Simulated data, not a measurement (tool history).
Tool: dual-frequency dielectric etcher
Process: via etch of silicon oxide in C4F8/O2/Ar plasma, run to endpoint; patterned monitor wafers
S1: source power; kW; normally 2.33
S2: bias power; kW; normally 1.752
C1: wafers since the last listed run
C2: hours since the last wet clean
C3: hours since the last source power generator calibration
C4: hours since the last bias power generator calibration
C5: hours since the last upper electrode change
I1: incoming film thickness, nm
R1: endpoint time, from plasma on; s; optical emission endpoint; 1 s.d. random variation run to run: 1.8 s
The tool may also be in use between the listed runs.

run,hour,S1,S2,C1,C2,C3,C4,C5,I1,R1
1,0,2.33,1.752,0,209.7,3508.1,1842.5,2558.4,1411.3,285.2
2,61.4,2.16,2.084,236,271.1,3569.5,1903.9,2619.8,1416.4,292.9
3,100.7,2.16,2.084,151,310.4,3608.8,1943.2,2659.1,1429.6,293.2
4,151.9,2.76,1.752,197,361.6,3660,1994.4,2710.3,1414.3,259.9
5,230,2.33,1.752,301,439.7,3738.1,2072.5,2788.4,1419.2,291.1
6,280.8,2.33,1.752,196,490.5,3788.9,2123.3,2839.2,1423.9,294.8
7,325.7,2.33,1.752,173,535.4,3833.8,2168.2,2884.1,1429.5,295.5
# hour 404.1: wet clean of the chamber
8,419.1,2.33,1.752,267,15,3927.2,2261.6,2977.5,1430.8,282
9,455.3,2.61,1.413,139,51.2,3963.4,2297.8,3013.7,1427.2,276.8
10,560.4,2.07,1.59,405,156.3,4068.5,2402.9,3118.8,1437.2,307.3
11,600.5,2.33,1.752,154,196.4,4108.6,2443,3158.9,1426.9,285.2
12,677.1,2.61,1.413,295,273,4185.2,2519.6,3235.5,1412.1,278.9
# hour 729.9: source power generator calibrated
13,782.3,2.83,1.34,390,378.2,52.4,2624.8,3340.7,1437.1,280
14,864.6,1.81,1.925,317,460.5,134.7,2707.1,3423,1438.3,333.6
# hour 880.2: bias power generator calibrated
15,903.3,2.61,1.912,133,499.2,173.4,23.1,3461.7,1410,268.2
# hour 955.1: upper electrode replaced
16,966.4,2.54,1.35,150,562.3,236.5,86.2,11.3,1426.1,290.9
# hour 1010.7: wet clean of the chamber
17,1212.7,1.94,2.14,857,202,482.8,332.5,257.6,1408.4,298.5

Had the tool no unlogged condition, and each run kept its random variation, what would the results have been?
Hidden state present: etch rate over this chamber's usual, %; source power that arrives over what is set, %; bias power that arrives over what is set, %.
run,R1
1,278.9
2,285.4
3,285
4,251.8
5,280.6
6,283.3
7,283.2
8,282.4
9,276.6
10,305.1
11,282.5
12,275
13,274.3
14,325.2
15,260.8
16,281.8
17,294.2
